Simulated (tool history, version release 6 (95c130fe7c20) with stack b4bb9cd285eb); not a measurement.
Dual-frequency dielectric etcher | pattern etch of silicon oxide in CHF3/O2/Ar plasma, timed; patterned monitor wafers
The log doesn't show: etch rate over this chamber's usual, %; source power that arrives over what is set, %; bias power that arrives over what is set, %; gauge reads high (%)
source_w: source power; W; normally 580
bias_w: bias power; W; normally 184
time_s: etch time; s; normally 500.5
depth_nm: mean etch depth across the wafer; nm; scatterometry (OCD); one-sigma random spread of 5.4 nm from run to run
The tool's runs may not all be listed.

run	hour	source_w	bias_w	time_s	wafers since the last listed run	hours since the last wet clean	hours since the last source power generator calibration	hours since the last bias power generator calibration	hours since the last upper electrode change	hours since the gauge calibration	read-back reference wafer on the same gauge, depth_nm	depth_nm
1	0.0	630	184	500.5	0	166.4	672.5	1190.1	2191.2	46.3	848.8	1092.5
2	24.4	630	184	500.5	82	190.8	696.9	1214.5	2215.6	70.7	848.7	1111.2
3	62.5	580	184	500.5	129	228.9	735.0	1252.6	2253.7	108.8	848.8	1064.0
4	98.8	580	184	500.5	123	265.2	771.3	1288.9	2290.0	145.1	849.4	1057.3
5	164.2	580	161	500.5	222	330.6	836.7	1354.3	2355.4	210.5	849.7	1030.3
6	220.4	580	161	500.5	190	386.8	892.9	1410.5	2411.6	266.7	850.7	1037.1
# hour 252.4: wet clean of the chamber
7	416.7	580	184	500.5	585	164.3	1089.2	1606.8	2607.9	463.0	849.8	1057.5
8	499.8	580	184	500.5	282	247.4	1172.3	1689.9	2691.0	546.1	851.5	1065.6
# hour 531.1: bias power generator calibrated
9	571.3	580	184	500.5	229	318.9	1243.8	40.2	2762.5	617.6	850.2	1070.2
10	607.9	580	184	500.5	124	355.5	1280.4	76.8	2799.1	654.2	851.9	1052.4
# hour 672.0: wet clean of the chamber
11	679.8	580	184	500.5	162	7.8	1352.3	148.7	2871.0	726.1	850.2	1072.6
12	732.6	550	184	500.5	179	60.6	1405.1	201.5	2923.8	778.9	851.6	1040.4
13	758.2	580	184	500.5	86	86.2	1430.7	227.1	2949.4	804.5	847.3	1058.7
# hour 758.3: gauge calibrated
14	807.7	580	184	500.5	168	135.7	1480.2	276.6	2998.9	49.4	848.3	1063.4
15	854.5	580	184	500.5	159	182.5	1527.0	323.4	3045.7	96.2	849.8	1063.1
16	912.8	580	184	500.5	198	240.8	1585.3	381.7	3104.0	154.5	851.5	1059.5
17	945.9	580	212	359.0	112	273.9	1618.4	414.8	3137.1	187.6	851.0	791.8
# hour 1005.2: wet clean of the chamber
18	1005.6	490	211	445.0	121	0.4	1678.1	474.5	3196.8	247.3	849.8	910.2
# hour 1039.0: upper electrode replaced
19	1039.5	440	201	500.5	33	34.3	1712.0	508.4	0.5	281.2	849.5	975.2
# hour 1061.3: source power generator calibrated
20	1074.2	580	138	500.5	104	69.0	12.9	543.1	35.2	315.9	851.1	955.0
21	1124.2	580	184	389.5	169	119.0	62.9	593.1	85.2	365.9	850.3	798.4
22	1169.6	580	184	500.5	154	164.4	108.3	638.5	130.6	411.3	849.0	1031.6
23	1266.5	580	184	500.5	329	261.3	205.2	735.4	227.5	508.2	852.2	1034.1
# hour 1347.1: wet clean of the chamber
24	1347.6	670	184	449.5	194	0.5	286.3	816.5	308.6	589.3	851.8	985.9
25	1370.0	580	205	558.0	76	22.9	308.7	838.9	331.0	611.7	850.1	1173.4
# hour 1401.8: source power generator calibrated, repeated, since the last time left the tool worse
26	1428.6	710	184	500.5	185	81.5	26.8	897.5	389.6	670.3	848.5	1144.7
27	1481.3	580	184	500.5	179	134.2	79.5	950.2	442.3	723.0	847.3	1053.3
28	1546.8	580	184	500.5	222	199.7	145.0	1015.7	507.8	788.5	849.6	1050.6
29	1580.1	500	184	575.0	113	233.0	178.3	1049.0	541.1	821.8	849.4	1141.2

4 ways to go on from here, each from the tool as it stands after run 29. What would each give?
A	1580.7	580	184	500.5	2	233.6	178.9	1049.6	541.7	822.4	?	?
B	1580.7	580	223	599.5	2	233.6	178.9	1049.6	541.7	822.4	?	?
C	1580.7	680	184	500.5	2	233.6	178.9	1049.6	541.7	822.4	?	?
D	1580.7	580	214	367.0	2	233.6	178.9	1049.6	541.7	822.4	?	?

run	read-back reference wafer on the same gauge, depth_nm	depth_nm
A	851.3	1059.3
B	851.3	1329.3
C	851.3	1130.7
D	851.3	805.4
The same runs, with their run-to-run variation unchanged, on a tool lacking any hidden condition would have given:
run	depth_nm
A	1053.7
B	1322.3
C	1124.7
D	801.2
